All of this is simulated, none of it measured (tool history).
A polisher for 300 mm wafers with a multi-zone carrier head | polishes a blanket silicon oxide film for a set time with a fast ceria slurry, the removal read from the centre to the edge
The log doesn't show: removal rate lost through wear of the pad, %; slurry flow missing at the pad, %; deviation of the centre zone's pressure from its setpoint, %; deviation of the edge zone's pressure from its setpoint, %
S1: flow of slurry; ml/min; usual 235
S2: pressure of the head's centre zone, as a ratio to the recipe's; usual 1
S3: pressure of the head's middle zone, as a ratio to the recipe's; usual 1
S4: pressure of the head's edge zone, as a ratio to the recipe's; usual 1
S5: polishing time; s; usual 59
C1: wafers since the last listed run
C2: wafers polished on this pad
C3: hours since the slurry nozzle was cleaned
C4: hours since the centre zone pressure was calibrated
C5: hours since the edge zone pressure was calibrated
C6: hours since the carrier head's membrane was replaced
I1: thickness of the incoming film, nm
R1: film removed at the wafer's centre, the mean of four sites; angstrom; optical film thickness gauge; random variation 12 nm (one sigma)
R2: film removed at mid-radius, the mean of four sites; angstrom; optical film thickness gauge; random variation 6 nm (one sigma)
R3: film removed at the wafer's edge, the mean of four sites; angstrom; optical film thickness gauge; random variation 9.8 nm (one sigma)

run	hour	S1	S2	S3	S4	S5	C1	C2	C3	C4	C5	C6	I1	R1	R2	R3
1	0	235	1	1	1	59	0	758	132.2	773	685.8	21.4	2730.4	8151	8330	8275
2	21.1	235	1	1	1	59	186	944	153.3	794.1	706.9	42.5	2694.6	8238	8225	8165
# hour 35.1: edge zone pressure recalibrated
3	35.6	235	1	1	1	59	110	1055	167.8	808.6	0.5	57	2758.6	8147	8111	8119
4	57.8	235	1.07	1	1.08	59	195	1251	190	830.8	22.7	79.2	2765.4	8529	8129	8494
5	75.5	235	1	1	1	59	156	1407	207.7	848.5	40.4	96.9	2782.5	8228	8076	7989
6	102.3	210	1	0.91	1	59	236	1643	234.5	875.3	67.2	123.7	2697.1	8154	7566	8065
# hour 118: worn pad replaced by a new one
7	136.5	285	1	1	1	67	266	163	268.7	909.5	101.4	157.9	2737.9	9882	9699	9660
8	151.8	235	1	1	1	59	135	298	284	924.8	116.7	173.2	2725	8399	8422	8314
9	186.5	275	1.04	1	0.94	59	306	604	318.7	959.5	151.4	207.9	2690.1	8659	8466	8002
10	218.7	155	1.11	1	0.95	59	284	888	350.9	991.7	183.6	240.1	2770	8187	7667	7693
# hour 230.6: centre zone pressure recalibrated
11	246.6	310	1	0.92	0.93	59	228	1117	378.8	16	211.5	268	2742	8790	8068	8153
12	261.6	235	1	1	1	59	132	1249	393.8	31	226.5	283	2693	8129	8088	7931
13	289.5	235	1	1	1	59	246	1496	421.7	58.9	254.4	310.9	2756.4	8256	8195	8036
# hour 299.6: slurry nozzle cleaned
14	314.9	235	1.05	1	0.9	67	215	1711	15.3	84.3	279.8	336.3	2722.9	9513	9215	8648
15	350.4	300	0.9	1	1	51	313	2024	50.8	119.8	315.3	371.8	2801.6	6806	7208	7100
# hour 362.4: worn pad replaced by a new one
16	383.8	235	1	1.07	1	59	259	189	84.2	153.2	348.7	405.2	2772.6	8549	8778	8458
17	407.1	235	1	1	1	59	205	394	107.5	176.5	372	428.5	2744.4	8292	8132	8051
18	423.5	235	1	1	0.88	59	144	539	123.9	192.9	388.4	444.9	2740.7	8474	8173	7612
19	450.1	235	1	1	1	59	234	774	150.5	219.5	415	471.5	2762.3	8158	8105	8261
20	463.6	180	1	0.9	1	59	119	893	164	233	428.5	485	2779.2	7988	7409	7852
21	482.6	235	1	1	1	59	167	1061	183	252	447.5	504	2725.7	8245	8009	7935
22	537.2	235	1	1	0.9	59	481	1543	237.6	306.6	502.1	558.6	2788.9	8131	8076	7635
23	549.7	195	1	1	1	59	110	1653	250.1	319.1	514.6	571.1	2709.6	7825	7771	7936

3 ways to go on from here, each from the tool as it stands after run 23. What would each give?
A	550.1	235	1	1	1	59	3	1657	250.5	319.5	515	571.5	2774.9	?	?	?
B	550.1	235	1	0.92	1	59	3	1657	250.5	319.5	515	571.5	2774.9	?	?	?
C	550.1	235	1	1.04	1	48	3	1657	250.5	319.5	515	571.5	2774.9	?	?	?

run	R1	R2	R3
A	8140	8045	7934
B	8137	7678	7940
C	6623	6694	6453
Without the tool's hidden state the same runs would have given:
run	R1	R2	R3
A	8720	8619	8500
B	8717	8226	8507
C	7096	7171	6913
